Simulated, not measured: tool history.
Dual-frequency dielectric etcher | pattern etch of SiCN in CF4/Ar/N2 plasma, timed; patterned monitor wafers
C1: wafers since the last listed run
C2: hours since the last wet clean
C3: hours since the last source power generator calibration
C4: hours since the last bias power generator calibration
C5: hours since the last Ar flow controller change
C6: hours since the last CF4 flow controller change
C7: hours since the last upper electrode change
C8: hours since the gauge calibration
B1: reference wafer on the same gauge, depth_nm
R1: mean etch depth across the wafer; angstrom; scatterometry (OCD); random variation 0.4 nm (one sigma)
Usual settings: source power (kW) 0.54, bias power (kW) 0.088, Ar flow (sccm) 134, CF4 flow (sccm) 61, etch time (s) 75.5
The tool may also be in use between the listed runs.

{"run": 1, "hour": 0.0, "source power (kW)": 0.54, "bias power (kW)": 0.088, "Ar flow (sccm)": 134, "CF4 flow (sccm)": 54, "etch time (s)": 92.5, "C1": 0, "C2": 246, "C3": 192.9, "C4": 146, "C5": 192.9, "C6": 6308.5, "C7": 4243.8, "C8": 265.8, "B1": 78.7, "R1": 929}
{"run": 2, "hour": 29.7, "source power (kW)": 0.54, "bias power (kW)": 0.088, "Ar flow (sccm)": 134, "CF4 flow (sccm)": 61, "etch time (s)": 75.5, "C1": 234, "C2": 275.7, "C3": 222.6, "C4": 175.7, "C5": 222.6, "C6": 6338.2, "C7": 4273.5, "C8": 295.5, "B1": 78.8, "R1": 774}
{"hour": 63.1, "done": "wet clean of the chamber, repeated, since the last time left the tool worse"}
{"run": 3, "hour": 84.2, "source power (kW)": 0.62, "bias power (kW)": 0.088, "Ar flow (sccm)": 134, "CF4 flow (sccm)": 61, "etch time (s)": 91.5, "C1": 240, "C2": 21.1, "C3": 277.1, "C4": 230.2, "C5": 277.1, "C6": 6392.7, "C7": 4328, "C8": 350, "B1": 78.8, "R1": 1096}
{"run": 4, "hour": 145.9, "source power (kW)": 0.54, "bias power (kW)": 0.078, "Ar flow (sccm)": 134, "CF4 flow (sccm)": 73, "etch time (s)": 75.5, "C1": 486, "C2": 82.8, "C3": 338.8, "C4": 291.9, "C5": 338.8, "C6": 6454.4, "C7": 4389.7, "C8": 411.7, "B1": 78.8, "R1": 791}
{"hour": 188.2, "done": "upper electrode replaced"}
{"run": 5, "hour": 195.2, "source power (kW)": 0.58, "bias power (kW)": 0.07, "Ar flow (sccm)": 134, "CF4 flow (sccm)": 61, "etch time (s)": 75.5, "C1": 199, "C2": 132.1, "C3": 388.1, "C4": 341.2, "C5": 388.1, "C6": 6503.7, "C7": 7, "C8": 461, "B1": 78.8, "R1": 755}
{"run": 6, "hour": 253.1, "source power (kW)": 0.54, "bias power (kW)": 0.088, "Ar flow (sccm)": 134, "CF4 flow (sccm)": 61, "etch time (s)": 75.5, "C1": 456, "C2": 190, "C3": 446, "C4": 399.1, "C5": 446, "C6": 6561.6, "C7": 64.9, "C8": 518.9, "B1": 78.8, "R1": 813}
{"hour": 281.3, "done": "CF4 flow controller replaced"}
{"run": 7, "hour": 281.8, "source power (kW)": 0.54, "bias power (kW)": 0.088, "Ar flow (sccm)": 134, "CF4 flow (sccm)": 61, "etch time (s)": 75.5, "C1": 179, "C2": 218.7, "C3": 474.7, "C4": 427.8, "C5": 474.7, "C6": 0.5, "C7": 93.6, "C8": 547.6, "B1": 78.7, "R1": 810}
{"run": 8, "hour": 315.9, "source power (kW)": 0.5, "bias power (kW)": 0.088, "Ar flow (sccm)": 134, "CF4 flow (sccm)": 66, "etch time (s)": 92.5, "C1": 269, "C2": 252.8, "C3": 508.8, "C4": 461.9, "C5": 508.8, "C6": 34.6, "C7": 127.7, "C8": 581.7, "B1": 78.7, "R1": 948}
{"run": 9, "hour": 376.0, "source power (kW)": 0.54, "bias power (kW)": 0.078, "Ar flow (sccm)": 134, "CF4 flow (sccm)": 61, "etch time (s)": 75.5, "C1": 474, "C2": 312.9, "C3": 568.9, "C4": 522, "C5": 568.9, "C6": 94.7, "C7": 187.8, "C8": 641.8, "B1": 78.7, "R1": 754}
{"run": 10, "hour": 419.5, "source power (kW)": 0.54, "bias power (kW)": 0.088, "Ar flow (sccm)": 134, "CF4 flow (sccm)": 66, "etch time (s)": 75.5, "C1": 343, "C2": 356.4, "C3": 612.4, "C4": 565.5, "C5": 612.4, "C6": 138.2, "C7": 231.3, "C8": 685.3, "B1": 78.8, "R1": 815}
{"run": 11, "hour": 474.5, "source power (kW)": 0.54, "bias power (kW)": 0.088, "Ar flow (sccm)": 134, "CF4 flow (sccm)": 61, "etch time (s)": 75.5, "C1": 433, "C2": 411.4, "C3": 667.4, "C4": 620.5, "C5": 667.4, "C6": 193.2, "C7": 286.3, "C8": 740.3, "B1": 78.7, "R1": 795}
{"run": 12, "hour": 522.1, "source power (kW)": 0.54, "bias power (kW)": 0.088, "Ar flow (sccm)": 134, "CF4 flow (sccm)": 61, "etch time (s)": 75.5, "C1": 375, "C2": 459, "C3": 715, "C4": 668.1, "C5": 715, "C6": 240.8, "C7": 333.9, "C8": 787.9, "B1": 78.6, "R1": 800}
{"hour": 590.1, "done": "wet clean of the chamber"}
{"run": 13, "hour": 590.6, "source power (kW)": 0.54, "bias power (kW)": 0.088, "Ar flow (sccm)": 153, "CF4 flow (sccm)": 61, "etch time (s)": 75.5, "C1": 351, "C2": 0.5, "C3": 783.5, "C4": 736.6, "C5": 783.5, "C6": 309.3, "C7": 402.4, "C8": 856.4, "B1": 78.9, "R1": 804}
{"run": 14, "hour": 618.3, "source power (kW)": 0.54, "bias power (kW)": 0.104, "Ar flow (sccm)": 107, "CF4 flow (sccm)": 69, "etch time (s)": 82, "C1": 218, "C2": 28.2, "C3": 811.2, "C4": 764.3, "C5": 811.2, "C6": 337, "C7": 430.1, "C8": 884.1, "B1": 78.7, "R1": 1060}
{"run": 15, "hour": 730.7, "source power (kW)": 0.63, "bias power (kW)": 0.088, "Ar flow (sccm)": 134, "CF4 flow (sccm)": 56, "etch time (s)": 75.5, "C1": 886, "C2": 140.6, "C3": 923.6, "C4": 876.7, "C5": 923.6, "C6": 449.4, "C7": 542.5, "C8": 996.5, "B1": 78.8, "R1": 904}
{"run": 16, "hour": 776.6, "source power (kW)": 0.54, "bias power (kW)": 0.088, "Ar flow (sccm)": 134, "CF4 flow (sccm)": 61, "etch time (s)": 75.5, "C1": 362, "C2": 186.5, "C3": 969.5, "C4": 922.6, "C5": 969.5, "C6": 495.3, "C7": 588.4, "C8": 1042.4, "B1": 79, "R1": 816}
{"run": 17, "hour": 840.8, "source power (kW)": 0.54, "bias power (kW)": 0.106, "Ar flow (sccm)": 134, "CF4 flow (sccm)": 61, "etch time (s)": 75.5, "C1": 506, "C2": 250.7, "C3": 1033.7, "C4": 986.8, "C5": 1033.7, "C6": 559.5, "C7": 652.6, "C8": 1106.6, "B1": 78.7, "R1": 911}
{"run": 18, "hour": 901.6, "source power (kW)": 0.45, "bias power (kW)": 0.088, "Ar flow (sccm)": 159, "CF4 flow (sccm)": 67, "etch time (s)": 81.5, "C1": 479, "C2": 311.5, "C3": 1094.5, "C4": 1047.6, "C5": 1094.5, "C6": 620.3, "C7": 713.4, "C8": 1167.4, "B1": 78.9, "R1": 761}
{"run": 19, "hour": 955.2, "source power (kW)": 0.54, "bias power (kW)": 0.088, "Ar flow (sccm)": 134, "CF4 flow (sccm)": 61, "etch time (s)": 75.5, "C1": 422, "C2": 365.1, "C3": 1148.1, "C4": 1101.2, "C5": 1148.1, "C6": 673.9, "C7": 767, "C8": 1221, "B1": 78.7, "R1": 810}
{"run": 20, "hour": 980.2, "source power (kW)": 0.61, "bias power (kW)": 0.081, "Ar flow (sccm)": 134, "CF4 flow (sccm)": 46, "etch time (s)": 90, "C1": 197, "C2": 390.1, "C3": 1173.1, "C4": 1126.2, "C5": 1173.1, "C6": 698.9, "C7": 792, "C8": 1246, "B1": 78.8, "R1": 955}

Forecast each of these 5 alternatives for the next run:
{"run": "A", "hour": 980.6, "source power (kW)": 0.54, "bias power (kW)": 0.088, "Ar flow (sccm)": 134, "CF4 flow (sccm)": 61, "etch time (s)": 75.5, "C1": 3, "C2": 390.5, "C3": 1173.5, "C4": 1126.6, "C5": 1173.5, "C6": 699.3, "C7": 792.4, "C8": 1246.4, "B1": "?", "R1": "?"}
{"run": "B", "hour": 980.6, "source power (kW)": 0.62, "bias power (kW)": 0.068, "Ar flow (sccm)": 134, "CF4 flow (sccm)": 57, "etch time (s)": 89.5, "C1": 3, "C2": 390.5, "C3": 1173.5, "C4": 1126.6, "C5": 1173.5, "C6": 699.3, "C7": 792.4, "C8": 1246.4, "B1": "?", "R1": "?"}
{"run": "C", "hour": 980.6, "source power (kW)": 0.54, "bias power (kW)": 0.103, "Ar flow (sccm)": 113, "CF4 flow (sccm)": 61, "etch time (s)": 75.5, "C1": 3, "C2": 390.5, "C3": 1173.5, "C4": 1126.6, "C5": 1173.5, "C6": 699.3, "C7": 792.4, "C8": 1246.4, "B1": "?", "R1": "?"}
{"run": "D", "hour": 980.6, "source power (kW)": 0.61, "bias power (kW)": 0.088, "Ar flow (sccm)": 134, "CF4 flow (sccm)": 76, "etch time (s)": 75.5, "C1": 3, "C2": 390.5, "C3": 1173.5, "C4": 1126.6, "C5": 1173.5, "C6": 699.3, "C7": 792.4, "C8": 1246.4, "B1": "?", "R1": "?"}
{"run": "E", "hour": 980.6, "source power (kW)": 0.54, "bias power (kW)": 0.101, "Ar flow (sccm)": 134, "CF4 flow (sccm)": 57, "etch time (s)": 75.5, "C1": 3, "C2": 390.5, "C3": 1173.5, "C4": 1126.6, "C5": 1173.5, "C6": 699.3, "C7": 792.4, "C8": 1246.4, "B1": "?", "R1": "?"}

run=A B1=78.7 R1=813
run=B B1=78.7 R1=904
run=C B1=78.7 R1=923
run=D B1=78.7 R1=921
run=E B1=78.7 R1=867
Without the tool's hidden state the same runs would have given:
run=A R1=833
run=B R1=926
run=C R1=945
run=D R1=943
run=E R1=888
